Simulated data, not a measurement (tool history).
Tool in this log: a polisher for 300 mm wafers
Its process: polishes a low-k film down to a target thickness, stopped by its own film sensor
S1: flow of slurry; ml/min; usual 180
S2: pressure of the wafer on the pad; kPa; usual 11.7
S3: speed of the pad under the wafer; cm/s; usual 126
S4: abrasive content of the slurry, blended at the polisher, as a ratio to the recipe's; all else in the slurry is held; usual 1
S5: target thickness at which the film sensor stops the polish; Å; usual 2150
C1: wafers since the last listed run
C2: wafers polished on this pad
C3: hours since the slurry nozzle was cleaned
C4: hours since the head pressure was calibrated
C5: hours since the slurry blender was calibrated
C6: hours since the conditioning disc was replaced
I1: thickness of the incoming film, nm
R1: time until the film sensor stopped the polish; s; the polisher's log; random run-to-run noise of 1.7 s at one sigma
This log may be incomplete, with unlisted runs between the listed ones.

run 1 day=0 | S1=180 S2=11.7 S3=126 S4=1 S5=2150 | C1=0 C2=497 C3=232.2 C4=183.6 C5=10 C6=71.4 | I1=259.6 | R1=93.4
run 2 day=1.162 | S1=180 S2=11.7 S3=126 S4=1 S5=2150 | C1=202 C2=699 C3=260.1 C4=211.5 C5=37.9 C6=99.3 | I1=254.9 | R1=86.9
run 3 day=1.946 | S1=180 S2=11.7 S3=126 S4=1 S5=2150 | C1=136 C2=835 C3=278.9 C4=230.3 C5=56.7 C6=118.1 | I1=260.9 | R1=98.8
run 4 day=3.042 | S1=180 S2=11.7 S3=126 S4=1 S5=2150 | C1=190 C2=1026 C3=305.2 C4=256.6 C5=83 C6=144.4 | I1=261.9 | R1=98.2
-- day=4.025 head pressure recalibrated
-- day=4.396 worn pad replaced by a new one
run 5 day=4.671 | S1=180 S2=11.7 S3=126 S4=1 S5=2150 | C1=239 C2=48 C3=344.3 C4=15.5 C5=122.1 C6=183.5 | I1=260.5 | R1=105.5
run 6 day=5.879 | S1=180 S2=11.7 S3=126 S4=1 S5=2150 | C1=210 C2=258 C3=373.3 C4=44.5 C5=151.1 C6=212.5 | I1=259.5 | R1=100.3
-- day=6.925 conditioning disc replaced and pad reconditioned
run 7 day=9.246 | S1=180 S2=11.7 S3=126 S4=1 S5=2150 | C1=571 C2=829 C3=454.1 C4=125.3 C5=231.9 C6=55.7 | I1=265.8 | R1=109.9
-- day=9.525 slurry blender recalibrated
run 8 day=10.546 | S1=180 S2=11.7 S3=126 S4=1 S5=2150 | C1=211 C2=1041 C3=485.3 C4=156.5 C5=24.5 C6=86.9 | I1=260.2 | R1=96.3
-- day=11.508 worn pad replaced by a new one
run 9 day=11.533 | S1=180 S2=11.7 S3=126 S4=1 S5=2150 | C1=142 C2=4 C3=509 C4=180.2 C5=48.2 C6=110.6 | I1=254.7 | R1=84.1
-- day=12.942 slurry nozzle cleaned
-- day=15.604 head pressure recalibrated
run 10 day=15.929 | S1=145 S2=11.7 S3=126 S4=1 S5=2150 | C1=742 C2=746 C3=71.7 C4=7.8 C5=153.7 C6=216.1 | I1=261.4 | R1=111.1
run 11 day=16.771 | S1=180 S2=11.7 S3=126 S4=1 S5=2150 | C1=146 C2=893 C3=91.9 C4=28 C5=173.9 C6=236.3 | I1=255.9 | R1=93.2
-- day=17.588 worn pad replaced by a new one
run 12 day=18.221 | S1=130 S2=11.7 S3=126 S4=1 S5=2150 | C1=223 C2=110 C3=126.7 C4=62.8 C5=208.7 C6=271.1 | I1=261.1 | R1=106.3
-- day=18.429 conditioning disc replaced and pad reconditioned
-- day=20.512 slurry blender recalibrated
run 13 day=21.179 | S1=180 S2=11.7 S3=144 S4=1 S5=2260 | C1=485 C2=595 C3=197.7 C4=133.8 C5=16 C6=66 | I1=261.6 | R1=68.9
run 14 day=22.446 | S1=180 S2=10.3 S3=126 S4=1 S5=2210 | C1=220 C2=816 C3=228.1 C4=164.2 C5=46.4 C6=96.4 | I1=261.1 | R1=98.4
-- day=23.05 worn pad replaced by a new one
run 15 day=23.558 | S1=180 S2=11.7 S3=126 S4=1 S5=2150 | C1=164 C2=88 C3=254.8 C4=190.9 C5=73.1 C6=123.1 | I1=256.4 | R1=87.9
run 16 day=24.717 | S1=205 S2=9 S3=168 S4=1 S5=2260 | C1=201 C2=289 C3=282.6 C4=218.7 C5=100.9 C6=150.9 | I1=256.2 | R1=65
run 17 day=25.25 | S1=180 S2=11.7 S3=126 S4=1 S5=2020 | C1=92 C2=382 C3=295.4 C4=231.5 C5=113.7 C6=163.7 | I1=256.2 | R1=111.7

Give the tool's hidden conditions for every run:
removal rate lost through wear of the pad, %: 0 in every run
slurry flow missing at the pad, %: 0 in every run
abrasive missing from the slurry, %: 0 in every run
time polished since the conditioner stopped cutting, s: 0 in every run
H1: deviation of the head's pressure from its setpoint, %
run=1 H1=8.45
run=2 H1=8.98
run=3 H1=9.26
run=4 H1=9.59
run=5 H1=-0.706
run=6 H1=1.86
run=7 H1=6.26
run=8 H1=7.26
run=9 H1=7.84
run=10 H1=-0.31
run=11 H1=1.69
run=12 H1=4.36
run=13 H1=7.76
run=14 H1=8.66
run=15 H1=9.27
run=16 H1=9.76
run=17 H1=9.95

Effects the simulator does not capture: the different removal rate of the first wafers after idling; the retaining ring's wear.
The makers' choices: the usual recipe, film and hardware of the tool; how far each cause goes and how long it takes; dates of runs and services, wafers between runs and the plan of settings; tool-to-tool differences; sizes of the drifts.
